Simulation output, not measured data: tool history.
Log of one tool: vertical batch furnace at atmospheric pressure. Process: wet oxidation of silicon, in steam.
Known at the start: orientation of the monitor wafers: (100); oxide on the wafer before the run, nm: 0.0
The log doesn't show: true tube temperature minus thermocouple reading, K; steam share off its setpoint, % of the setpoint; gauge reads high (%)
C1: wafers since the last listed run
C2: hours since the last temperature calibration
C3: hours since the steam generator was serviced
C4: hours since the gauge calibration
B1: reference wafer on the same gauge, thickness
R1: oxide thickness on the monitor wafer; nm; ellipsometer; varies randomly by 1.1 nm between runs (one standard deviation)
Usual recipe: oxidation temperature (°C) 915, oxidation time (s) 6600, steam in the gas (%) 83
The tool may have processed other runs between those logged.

Run 1, hour 0: usual settings; C1 0; C2 2691.2; C3 2755.6; C4 269.6; B1 365.17. Result: R1 305.64 nm.
At hour 10.7: gauge calibrated.
Run 2, hour 26.1: usual settings; C1 270; C2 2717.3; C3 2781.7; C4 15.4; B1 362.31. Result: R1 304.93 nm.
Run 3, hour 50.7: usual settings; C1 254; C2 2741.9; C3 2806.3; C4 40; B1 362.8. Result: R1 302.81 nm.
Run 4, hour 75.3: usual settings; C1 254; C2 2766.5; C3 2830.9; C4 64.6; B1 363.42. Result: R1 305.59 nm.
Run 5, hour 108.4: usual settings; C1 342; C2 2799.6; C3 2864; C4 97.7; B1 363.38. Result: R1 302.12 nm.
Run 6, hour 125: usual settings; C1 171; C2 2816.2; C3 2880.6; C4 114.3; B1 364.01. Result: R1 305.28 nm.
At hour 181.5: steam generator serviced.
Run 7, hour 182: usual settings; C1 341; C2 2873.2; C3 0.5; C4 171.3; B1 364.79. Result: R1 305.56 nm.
Run 8, hour 187.7: usual settings; C1 14; C2 2878.9; C3 6.2; C4 177; B1 364.79. Result: R1 305.69 nm.
At hour 207.4: thermocouples replaced and temperature profile calibrated.
Run 9, hour 207.9: usual settings; C1 5; C2 0.5; C3 26.4; C4 197.2; B1 365.12. Result: R1 303.55 nm.
Run 10, hour 225.1: usual settings but oxidation time (s) 4170; C1 178; C2 17.7; C3 43.6; C4 214.4; B1 365.17. Result: R1 206.38 nm.
Run 11, hour 259.1: usual settings but oxidation time (s) 4980; C1 352; C2 51.7; C3 77.6; C4 248.4; B1 366.02. Result: R1 242.66 nm.
Run 12, hour 275.7: usual settings but oxidation temperature (°C) 894, oxidation time (s) 4350, steam in the gas (%) 80; C1 171; C2 68.3; C3 94.2; C4 265; B1 365.98. Result: R1 158.58 nm.
Run 13, hour 301.5: usual settings but oxidation temperature (°C) 898, steam in the gas (%) 76; C1 267; C2 94.1; C3 120; C4 290.8; B1 366.41. Result: R1 230.98 nm.
Run 14, hour 313.5: usual settings but oxidation time (s) 7770; C1 124; C2 106.1; C3 132; C4 302.8; B1 366.34. Result: R1 351.24 nm.
At hour 325.1: gauge calibrated.
Run 15, hour 340.9: usual settings but oxidation temperature (°C) 925, oxidation time (s) 4800, steam in the gas (%) 71; C1 283; C2 133.5; C3 159.4; C4 15.8; B1 361.98. Result: R1 226.92 nm.
Run 16, hour 376.1: usual settings but oxidation temperature (°C) 894, oxidation time (s) 4350, steam in the gas (%) 80; C1 364; C2 168.7; C3 194.6; C4 51; B1 362.31. Result: R1 155.68 nm.
Run 17, hour 405.9: usual settings but steam in the gas (%) 90; C1 308; C2 198.5; C3 224.4; C4 80.8; B1 362.74. Result: R1 325.36 nm.
Run 18, hour 421.2: usual settings but oxidation time (s) 7590; C1 158; C2 213.8; C3 239.7; C4 96.1; B1 362.88. Result: R1 343.17 nm.
Run 19, hour 445.4: usual settings but steam in the gas (%) 91; C1 250; C2 238; C3 263.9; C4 120.3; B1 363.22. Result: R1 329.46 nm.
Run 20, hour 458: usual settings; C1 130; C2 250.6; C3 276.5; C4 132.9; B1 363.33. Result: R1 304.55 nm.
Run 21, hour 476.6: usual settings but oxidation time (s) 4800, steam in the gas (%) 80; C1 192; C2 269.2; C3 295.1; C4 151.5; B1 363.91. Result: R1 226.67 nm.

Here are 4 independent what-if runs from the current tool condition. What would each one return?
Run A, hour 482.3: usual settings; C1 59; C2 274.9; C3 300.8; C4 157.2; B1 ?. Result: R1 ?.
Run B, hour 482.3: usual settings but oxidation temperature (°C) 895, oxidation time (s) 4290, steam in the gas (%) 71; C1 59; C2 274.9; C3 300.8; C4 157.2; B1 ?. Result: R1 ?.
Run C, hour 482.3: usual settings but oxidation temperature (°C) 940; C1 59; C2 274.9; C3 300.8; C4 157.2; B1 ?. Result: R1 ?.
Run D, hour 482.3: usual settings but oxidation temperature (°C) 903, steam in the gas (%) 78; C1 59; C2 274.9; C3 300.8; C4 157.2; B1 ?. Result: R1 ?.

run      B1      R1
  A  363.99  303.82
  B  363.99   140.8
  C  363.99  386.96
  D  363.99  250.71
Had the tool no hidden state, the same runs would have come out as:
run      R1
  A  302.25
  B  140.07
  C  384.95
  D  249.41

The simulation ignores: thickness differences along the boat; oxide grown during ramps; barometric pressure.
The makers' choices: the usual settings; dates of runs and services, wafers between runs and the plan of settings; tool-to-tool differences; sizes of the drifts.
